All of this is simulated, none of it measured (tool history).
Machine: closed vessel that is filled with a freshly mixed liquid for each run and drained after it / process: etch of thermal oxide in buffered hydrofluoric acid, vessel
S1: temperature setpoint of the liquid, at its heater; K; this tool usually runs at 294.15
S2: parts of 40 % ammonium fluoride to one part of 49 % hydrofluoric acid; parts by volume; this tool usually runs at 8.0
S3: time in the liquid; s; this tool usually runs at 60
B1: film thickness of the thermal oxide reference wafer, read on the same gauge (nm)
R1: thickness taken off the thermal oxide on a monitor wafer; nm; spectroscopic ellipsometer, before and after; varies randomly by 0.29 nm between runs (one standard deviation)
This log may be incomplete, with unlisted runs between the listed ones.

| run | day | S1 | S2 | S3 | B1 | R1 |
|---|---|---|---|---|---|---|
| 1 | 0.000 | 294.15 | 6.5 | 60 | 59.98 | 84.81 |
| 2 | 2.062 | 294.15 | 8.0 | 60 | 60.07 | 69.19 |
| 3 | 4.904 | 294.15 | 8.0 | 45 | 60.02 | 51.32 |
| 4 | 6.117 | 294.15 | 8.0 | 60 | 60.02 | 68.64 |
| 5 | 8.483 | 296.65 | 6.5 | 60 | 59.99 | 97.54 |
| 6 | 10.229 | 294.15 | 8.0 | 60 | 60.00 | 68.00 |
| 7 | 11.996 | 294.15 | 10.0 | 85 | 59.96 | 80.40 |
| 8 | 14.229 | 294.15 | 10.0 | 85 | 59.99 | 80.28 |
| 9 | 15.238 | 294.15 | 8.0 | 60 | 59.96 | 68.90 |
| 10 | 16.288 | 297.15 | 8.0 | 30 | 60.02 | 40.82 |
| 11 | 17.392 | 294.15 | 8.0 | 60 | 60.01 | 68.68 |
| 12 | 19.538 | 298.15 | 8.0 | 80 | 60.00 | 113.01 |
| 13 | 22.454 | 294.15 | 8.0 | 60 | 59.98 | 68.61 |
| 14 | 24.904 | 294.15 | 8.0 | 30 | 59.98 | 34.39 |
| 15 | 27.179 | 290.65 | 6.5 | 45 | 60.00 | 52.34 |
| 16 | 28.875 | 294.15 | 8.0 | 60 | 60.00 | 68.12 |
| 17 | 30.688 | 294.15 | 8.0 | 60 | 59.94 | 68.84 |
| 18 | 34.342 | 297.15 | 9.5 | 40 | 60.01 | 46.04 |
| 19 | 40.429 | 294.15 | 8.0 | 60 | 59.96 | 68.86 |
| 20 | 44.262 | 298.15 | 6.0 | 75 | 60.04 | 140.33 |
| 21 | 47.008 | 294.15 | 5.5 | 70 | 60.00 | 114.77 |
| 22 | 48.638 | 294.15 | 8.0 | 75 | 59.95 | 86.12 |
| 23 | 51.446 | 294.15 | 10.0 | 75 | 59.97 | 70.90 |
| 24 | 52.521 | 294.15 | 7.0 | 60 | 60.00 | 79.96 |
| 25 | 54.192 | 290.15 | 9.0 | 80 | 60.02 | 64.62 |
| 26 | 56.246 | 291.65 | 8.0 | 50 | 60.02 | 49.68 |
| 27 | 57.767 | 296.65 | 8.0 | 85 | 60.05 | 111.54 |
| 28 | 59.104 | 292.15 | 6.0 | 70 | 60.02 | 94.32 |
| 29 | 63.104 | 294.15 | 10.5 | 60 | 60.02 | 53.64 |
| 30 | 64.433 | 296.65 | 8.0 | 35 | 59.96 | 46.26 |
| 31 | 65.996 | 298.65 | 9.5 | 60 | 60.05 | 74.56 |
| 32 | 68.021 | 290.15 | 8.0 | 60 | 60.02 | 54.75 |

Put back what was entered between runs (5 entries, withheld): which listed runs does each sit between, and how does the hidden state differ from the listed run before to the listed run after?
After run 2, before run 3: thermometer replaced (day 3.992); hydrofluoric acid flow meter replaced (day 4.458)
  nothing in the hidden state changes from one run to the other
After run 18, before run 19: thermometer replaced (day 38.479)
  nothing in the hidden state changes from one run to the other
After run 20, before run 21: gauge calibrated (day 45.333)
  nothing in the hidden state changes from one run to the other
After run 27, before run 28: hydrofluoric acid flow meter replaced (day 58.283)
  nothing in the hidden state changes from one run to the other
